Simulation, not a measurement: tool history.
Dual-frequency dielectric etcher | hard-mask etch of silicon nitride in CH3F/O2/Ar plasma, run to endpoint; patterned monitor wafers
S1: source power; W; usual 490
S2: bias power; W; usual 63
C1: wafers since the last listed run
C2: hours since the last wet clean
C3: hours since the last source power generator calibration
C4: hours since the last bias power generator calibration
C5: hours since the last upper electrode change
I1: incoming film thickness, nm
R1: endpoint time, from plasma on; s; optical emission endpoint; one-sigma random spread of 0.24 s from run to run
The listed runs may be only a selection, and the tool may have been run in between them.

run,hour,S1,S2,C1,C2,C3,C4,C5,I1,R1
1,0.0,490,63,0,560.0,4813.3,3329.8,3609.7,47.31,71.6
2,13.8,490,63,231,573.8,4827.1,3343.6,3623.5,47.53,71.5
3,24.5,490,63,179,584.5,4837.8,3354.3,3634.2,47.10,71.2
4,38.8,490,63,239,598.8,4852.1,3368.6,3648.5,47.37,71.3
# hour 65.6: wet clean of the chamber
5,66.1,490,63,55,0.5,4879.4,3395.9,3675.8,46.94,73.8
# hour 75.8: bias power generator calibrated
6,76.3,490,63,103,10.7,4889.6,0.5,3686.0,47.54,74.6
7,81.9,490,63,93,16.3,4895.2,6.1,3691.6,47.19,74.0
8,92.7,490,63,180,27.1,4906.0,16.9,3702.4,47.68,74.8
9,110.1,490,63,291,44.5,4923.4,34.3,3719.8,47.95,75.2
10,122.8,490,63,212,57.2,4936.1,47.0,3732.5,46.86,73.3
11,135.9,490,63,219,70.3,4949.2,60.1,3745.6,47.34,73.8
12,144.4,490,63,142,78.8,4957.7,68.6,3754.1,47.57,74.3
13,156.2,490,63,197,90.6,4969.5,80.4,3765.9,46.78,73.2
# hour 165.7: source power generator calibrated
14,171.8,490,63,194,106.2,6.1,96.0,3781.5,47.68,74.3
15,180.4,520,55,144,114.8,14.7,104.6,3790.1,47.40,76.6
16,193.9,490,63,226,128.3,28.2,118.1,3803.6,47.35,73.5
17,202.8,490,63,149,137.2,37.1,127.0,3812.5,46.92,73.4
18,217.6,590,69,247,152.0,51.9,141.8,3827.3,47.31,66.2
19,225.0,490,73,123,159.4,59.3,149.2,3834.7,47.55,69.0
20,238.0,490,63,217,172.4,72.3,162.2,3847.7,47.27,73.5
21,244.9,410,53,115,179.3,79.2,169.1,3854.6,47.54,83.8
22,262.6,420,73,296,197.0,96.9,186.8,3872.3,47.18,72.2
23,279.9,490,78,289,214.3,114.2,204.1,3889.6,47.23,67.0
# hour 310.0: upper electrode replaced
24,310.5,490,63,110,244.9,144.8,234.7,0.5,47.57,73.5
25,310.8,520,55,5,245.2,145.1,235.0,0.8,47.04,74.9
26,323.4,490,63,211,257.8,157.7,247.6,13.4,47.20,73.1
27,330.4,430,72,117,264.8,164.7,254.6,20.4,46.84,71.8
28,346.1,580,67,263,280.5,180.4,270.3,36.1,47.22,66.8
29,354.7,600,72,144,289.1,189.0,278.9,44.7,46.88,64.2
30,366.8,570,59,202,301.2,201.1,291.0,56.8,46.98,70.3
31,380.3,420,52,226,314.7,214.6,304.5,70.3,46.63,82.1
32,393.7,490,63,224,328.1,228.0,317.9,83.7,47.18,72.2
33,408.4,490,57,246,342.8,242.7,332.6,98.4,47.69,76.3
34,420.9,490,69,209,355.3,255.2,345.1,110.9,47.12,70.0
35,429.6,380,50,145,364.0,263.9,353.8,119.6,47.52,87.6
36,438.5,380,57,149,372.9,272.8,362.7,128.5,47.14,82.1

What if the next run were any one of these 3? Each begins from the tool's condition after run 36:
A,438.9,380,63,6,373.3,273.2,363.1,128.9,47.12,?
B,438.9,580,52,6,373.3,273.2,363.1,128.9,47.12,?
C,438.9,390,73,6,373.3,273.2,363.1,128.9,47.12,?

run,R1
A,78.8
B,73.7
C,73.4
With the hidden condition removed and each run's random variation left untouched, the same runs would have given:
run,R1
A,80.6
B,75.3
C,75.1
